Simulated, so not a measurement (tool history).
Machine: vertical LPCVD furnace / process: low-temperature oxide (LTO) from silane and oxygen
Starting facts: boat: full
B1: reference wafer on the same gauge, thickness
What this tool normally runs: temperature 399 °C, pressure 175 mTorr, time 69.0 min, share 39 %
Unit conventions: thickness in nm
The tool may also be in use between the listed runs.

{"run": 1, "day": 0.0, "temperature": 408, "pressure": 175, "time": 69.0, "share": 42, "B1": 442.99, "thickness": 534.43}
{"run": 2, "day": 0.438, "temperature": 399, "pressure": 175, "time": 87.0, "share": 39, "B1": 443.11, "thickness": 560.06}
{"run": 3, "day": 0.846, "temperature": 399, "pressure": 175, "time": 87.0, "share": 39, "B1": 443.13, "thickness": 561.72}
{"run": 4, "day": 1.425, "temperature": 404, "pressure": 175, "time": 69.0, "share": 39, "B1": 443.03, "thickness": 470.14}
{"run": 5, "day": 2.058, "temperature": 404, "pressure": 175, "time": 69.0, "share": 39, "B1": 442.97, "thickness": 470.87}
{"run": 6, "day": 2.558, "temperature": 404, "pressure": 175, "time": 69.0, "share": 39, "B1": 443.0, "thickness": 469.91}
{"run": 7, "day": 2.975, "temperature": 399, "pressure": 175, "time": 69.0, "share": 39, "B1": 443.07, "thickness": 444.24}
{"run": 8, "day": 3.575, "temperature": 399, "pressure": 175, "time": 69.0, "share": 39, "B1": 442.94, "thickness": 444.04}
{"day": 5.142, "done": "silane flow controller replaced"}
{"run": 9, "day": 5.162, "temperature": 399, "pressure": 175, "time": 69.0, "share": 39, "B1": 442.91, "thickness": 445.03}
{"run": 10, "day": 5.333, "temperature": 399, "pressure": 175, "time": 77.5, "share": 39, "B1": 442.95, "thickness": 499.73}
{"run": 11, "day": 5.504, "temperature": 399, "pressure": 160, "time": 69.0, "share": 33, "B1": 442.97, "thickness": 327.49}
{"day": 6.942, "done": "thermocouples replaced and temperature profile calibrated"}
{"day": 7.917, "done": "pressure gauge zeroed"}
{"run": 12, "day": 7.938, "temperature": 399, "pressure": 175, "time": 89.0, "share": 39, "B1": 443.21, "thickness": 574.54}
{"run": 13, "day": 8.108, "temperature": 394, "pressure": 135, "time": 52.0, "share": 36, "B1": 443.0, "thickness": 220.86}
{"run": 14, "day": 8.279, "temperature": 407, "pressure": 195, "time": 51.0, "share": 46, "B1": 443.19, "thickness": 478.89}
{"day": 8.438, "done": "gauge calibrated"}
{"run": 15, "day": 9.333, "temperature": 399, "pressure": 175, "time": 69.0, "share": 39, "B1": 442.83, "thickness": 444.99}
{"run": 16, "day": 9.788, "temperature": 399, "pressure": 215, "time": 81.0, "share": 34, "B1": 443.09, "thickness": 537.11}
{"run": 17, "day": 10.279, "temperature": 407, "pressure": 175, "time": 52.0, "share": 39, "B1": 442.91, "thickness": 365.55}
{"run": 18, "day": 10.683, "temperature": 393, "pressure": 175, "time": 42.0, "share": 42, "B1": 443.1, "thickness": 277.08}
{"run": 19, "day": 10.979, "temperature": 399, "pressure": 175, "time": 69.0, "share": 39, "B1": 442.81, "thickness": 445.24}
{"run": 20, "day": 11.575, "temperature": 399, "pressure": 175, "time": 69.0, "share": 39, "B1": 443.13, "thickness": 444.62}

Below are 5 alternative next runs, each starting from the tool's condition after run 20. Predict each:
{"run": "A", "day": 11.75, "temperature": 399, "pressure": 175, "time": 69.0, "share": 35, "B1": "?", "thickness": "?"}
{"run": "B", "day": 11.75, "temperature": 399, "pressure": 205, "time": 56.5, "share": 39, "B1": "?", "thickness": "?"}
{"run": "C", "day": 11.75, "temperature": 399, "pressure": 195, "time": 69.0, "share": 39, "B1": "?", "thickness": "?"}
{"run": "D", "day": 11.75, "temperature": 389, "pressure": 200, "time": 82.5, "share": 39, "B1": "?", "thickness": "?"}
{"run": "E", "day": 11.75, "temperature": 399, "pressure": 135, "time": 69.0, "share": 39, "B1": "?", "thickness": "?"}

run=A B1=443.02 thickness=387.66
run=B B1=443.02 thickness=427.26
run=C B1=443.02 thickness=496.34
run=D B1=443.02 thickness=543.18
run=E B1=443.02 thickness=343.62
Without the tool's unlogged condition, the same runs would have read:
run=A thickness=387.66
run=B thickness=427.26
run=C thickness=496.34
run=D thickness=543.18
run=E thickness=343.62
